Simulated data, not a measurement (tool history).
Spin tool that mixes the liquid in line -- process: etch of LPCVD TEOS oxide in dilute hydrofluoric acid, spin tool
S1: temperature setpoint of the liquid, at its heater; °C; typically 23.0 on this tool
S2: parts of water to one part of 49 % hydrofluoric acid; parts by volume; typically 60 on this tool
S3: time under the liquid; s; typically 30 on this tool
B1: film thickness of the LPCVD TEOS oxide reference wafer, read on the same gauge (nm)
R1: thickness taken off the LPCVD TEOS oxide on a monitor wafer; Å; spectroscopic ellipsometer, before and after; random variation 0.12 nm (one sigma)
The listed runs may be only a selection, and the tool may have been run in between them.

run    hour    S1  S2  S3      B1     R1
  1     0.0  23.0  75  30   99.98  162.3
  2    46.8  23.0  75  30   99.96  160.9
  3   108.9  23.0  60  30  100.01  206.5
  4   167.8  23.0  60  30  100.01  204.8
  5   255.0  23.0  60  30  100.01  204.2
  6   357.3  23.0  60  30  100.01  204.0
  7   413.4  23.0  60  30  100.01  204.2
      472.4  -- gauge calibrated
  8   477.0  23.0  80  30   99.99  148.1
      540.0  -- thermometer replaced
  9   563.4  23.0  80  30  100.02  148.6
 10   636.2  23.0  60  30  100.03  201.5
 11   732.2  23.0  35  30  100.00  358.4
 12   774.2  23.0  80  20  100.04   98.1
 13   854.8  19.5  60  25   99.97  143.9
      874.8  -- hydrofluoric acid flow meter replaced
 14   908.4  18.0  60  30   99.99  153.4
 15   996.8  26.0  40  15  100.03  165.8
     1095.2  -- thermometer replaced
 16  1126.9  23.0  60  30  100.00  187.1
     1148.2  -- hydrofluoric acid flow meter replaced, repeated, since the last time left the tool worse
 17  1166.3  25.5  75  20   99.98  125.4
 18  1230.1  26.0  60  15   99.99  121.1
 19  1335.0  23.0  60  30   99.96  215.7
 20  1381.8  25.5  90  20  100.02  100.6

3 ways to go on from here, each from the tool as it stands after run 20. What would each give?
  A  1382.2  23.0  60  30   ?   ?
  B  1382.2  20.0  60  30   ?   ?
  C  1382.2  18.5  60  30   ?   ?

run     B1     R1
  A  99.98  211.7
  B  99.98  186.9
  C  99.98  175.4
Take away the tool's hidden state, keep each run's random variation, and the runs would have read:
run     R1
  A  215.8
  B  190.4
  C  178.7

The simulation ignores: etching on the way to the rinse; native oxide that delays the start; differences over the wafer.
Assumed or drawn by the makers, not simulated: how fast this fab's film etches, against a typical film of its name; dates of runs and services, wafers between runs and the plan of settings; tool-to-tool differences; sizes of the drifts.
